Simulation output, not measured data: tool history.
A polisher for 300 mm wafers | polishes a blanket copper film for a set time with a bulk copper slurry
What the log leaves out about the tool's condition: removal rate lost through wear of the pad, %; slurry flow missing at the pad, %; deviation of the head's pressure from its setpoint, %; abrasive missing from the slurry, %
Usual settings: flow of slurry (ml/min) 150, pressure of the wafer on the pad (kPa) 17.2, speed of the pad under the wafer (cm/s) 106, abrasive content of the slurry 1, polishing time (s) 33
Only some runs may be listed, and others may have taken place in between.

| run | hour | flow of slurry (ml/min) | pressure of the wafer on the pad (kPa) | speed of the pad under the wafer (cm/s) | abrasive content of the slurry | polishing time (s) | wafers since the last listed run | wafers polished on this pad | hours since the slurry nozzle was cleaned | hours since the head pressure was calibrated | hours since the slurry blender was calibrated | incoming thickness of the incoming film, nm | film removed (Å) |
|---|---|---|---|---|---|---|---|---|---|---|---|---|---|
| 1 | 0 | 150 | 17.2 | 106 | 1 | 33 | 0 | 1276 | 12.4 | 81.1 | 107.9 | 2406 | 3030 |
| 2 | 45.2 | 150 | 17.2 | 106 | 1 | 33 | 633 | 1910 | 57.6 | 126.3 | 153.1 | 2356.2 | 3080 |
| 3 | 71 | 150 | 17.2 | 106 | 1 | 33 | 361 | 2272 | 83.4 | 152.1 | 178.9 | 2339.8 | 3078 |
| 4 | 90 | 150 | 13.1 | 106 | 1 | 26 | 266 | 2538 | 102.4 | 171.1 | 197.9 | 2331.9 | 1970 |
|  | 105 | worn pad replaced by a new one |
| 5 | 105.5 | 150 | 13.1 | 106 | 1 | 26 | 161 | 7 | 117.9 | 186.6 | 213.4 | 2340.5 | 1953 |
|  | 112 | slurry blender recalibrated |
| 6 | 125.8 | 130 | 17.2 | 106 | 1.2 | 33 | 256 | 263 | 138.2 | 206.9 | 13.8 | 2361.8 | 3249 |
| 7 | 143.4 | 125 | 17.2 | 106 | 1.05 | 33 | 246 | 510 | 155.8 | 224.5 | 31.4 | 2334.9 | 3027 |
| 8 | 170.7 | 125 | 17.2 | 106 | 1.05 | 33 | 382 | 893 | 183.1 | 251.8 | 58.7 | 2371.6 | 2987 |
|  | 190 | slurry nozzle cleaned |
| 9 | 205 | 125 | 17.2 | 106 | 1.05 | 33 | 467 | 1360 | 15 | 286.1 | 93 | 2395.9 | 3075 |
| 10 | 218.5 | 150 | 17.2 | 78 | 1 | 24 | 189 | 1550 | 28.5 | 299.6 | 106.5 | 2385.1 | 1825 |
| 11 | 248.8 | 150 | 12.4 | 76 | 1.25 | 43 | 424 | 1975 | 58.8 | 329.9 | 136.8 | 2388.7 | 2660 |
| 12 | 263.9 | 150 | 17.2 | 106 | 1 | 33 | 211 | 2186 | 73.9 | 345 | 151.9 | 2409.1 | 3116 |
|  | 311.9 | slurry blender recalibrated |
|  | 313.4 | worn pad replaced by a new one |
| 13 | 366.6 | 150 | 23.4 | 106 | 0.9 | 29 | 1391 | 746 | 176.6 | 447.7 | 54.7 | 2375.8 | 3464 |
| 14 | 387.1 | 150 | 17.2 | 106 | 1 | 33 | 287 | 1033 | 197.1 | 468.2 | 75.2 | 2366.9 | 3087 |
|  | 411.9 | head pressure recalibrated |
|  | 421.4 | slurry nozzle cleaned |
| 15 | 421.9 | 110 | 17.2 | 106 | 1 | 21 | 446 | 1479 | 0.5 | 10 | 110 | 2407.6 | 1752 |
| 16 | 454.8 | 150 | 17.2 | 138 | 1 | 26 | 461 | 1941 | 33.4 | 42.9 | 142.9 | 2345.3 | 2899 |
| 17 | 488.2 | 150 | 23.4 | 106 | 0.9 | 29 | 468 | 2409 | 66.8 | 76.3 | 176.3 | 2385.6 | 3262 |
|  | 520.4 | worn pad replaced by a new one |
| 18 | 521.9 | 150 | 17.2 | 72 | 1 | 23 | 416 | 20 | 100.5 | 110 | 210 | 2361 | 1581 |
| 19 | 536.1 | 150 | 17.2 | 106 | 1 | 33 | 199 | 219 | 114.7 | 124.2 | 224.2 | 2415.8 | 3063 |
|  | 556.3 | slurry blender recalibrated |
| 20 | 556.8 | 125 | 20.7 | 106 | 1 | 30 | 262 | 481 | 135.4 | 144.9 | 0.5 | 2387.6 | 3205 |
| 21 | 585.7 | 170 | 13.1 | 106 | 1 | 33 | 405 | 887 | 164.3 | 173.8 | 29.4 | 2374.1 | 2552 |
| 22 | 612.2 | 150 | 15.2 | 76 | 0.8 | 24 | 371 | 1259 | 190.8 | 200.3 | 55.9 | 2358.4 | 1490 |
| 23 | 625.8 | 150 | 17.2 | 106 | 1.1 | 33 | 190 | 1449 | 204.4 | 213.9 | 69.5 | 2365.6 | 3286 |
|  | 639.9 | slurry nozzle cleaned |
| 24 | 661 | 150 | 17.2 | 106 | 1 | 33 | 479 | 1929 | 21.1 | 249.1 | 104.7 | 2362.2 | 3179 |
| 25 | 678.1 | 170 | 17.2 | 106 | 1.15 | 33 | 239 | 2169 | 38.2 | 266.2 | 121.8 | 2402.7 | 3284 |
| 26 | 710 | 150 | 22.1 | 106 | 1 | 24 | 447 | 2616 | 70.1 | 298.1 | 153.7 | 2346.5 | 2769 |
| 27 | 731.8 | 125 | 17.2 | 106 | 0.9 | 22 | 305 | 2922 | 91.9 | 319.9 | 175.5 | 2423.3 | 1962 |
|  | 768.7 | worn pad replaced by a new one |
| 28 | 769.2 | 180 | 14.5 | 106 | 1 | 42 | 468 | 7 | 129.3 | 357.3 | 212.9 | 2350.5 | 3586 |
|  | 785.6 | slurry blender recalibrated |
| 29 | 790.3 | 150 | 17.2 | 68 | 1 | 33 | 267 | 274 | 150.4 | 378.4 | 4.7 | 2359.8 | 2258 |
| 30 | 817.1 | 150 | 17.2 | 106 | 1 | 33 | 375 | 650 | 177.2 | 405.2 | 31.5 | 2333.1 | 3145 |

Predict each of these 4 candidate next runs independently; none follows another, all start after run 30:
| A | 817.5 | 150 | 17.2 | 106 | 0.75 | 33 | 5 | 656 | 177.6 | 405.6 | 31.9 | 2376.6 | ? |
| B | 817.5 | 150 | 12.4 | 88 | 0.7 | 29 | 5 | 656 | 177.6 | 405.6 | 31.9 | 2376.6 | ? |
| C | 817.5 | 150 | 13.1 | 106 | 1 | 33 | 5 | 656 | 177.6 | 405.6 | 31.9 | 2376.6 | ? |
| D | 817.5 | 165 | 17.2 | 106 | 1 | 33 | 5 | 656 | 177.6 | 405.6 | 31.9 | 2376.6 | ? |

| run | film removed (Å) |
|---|---|
| A | 3007 |
| B | 1758 |
| C | 2632 |
| D | 3287 |
Without the tool's hidden state the same runs would have given:
| run | film removed (Å) |
|---|---|
| A | 2756 |
| B | 1611 |
| C | 2412 |
| D | 3013 |
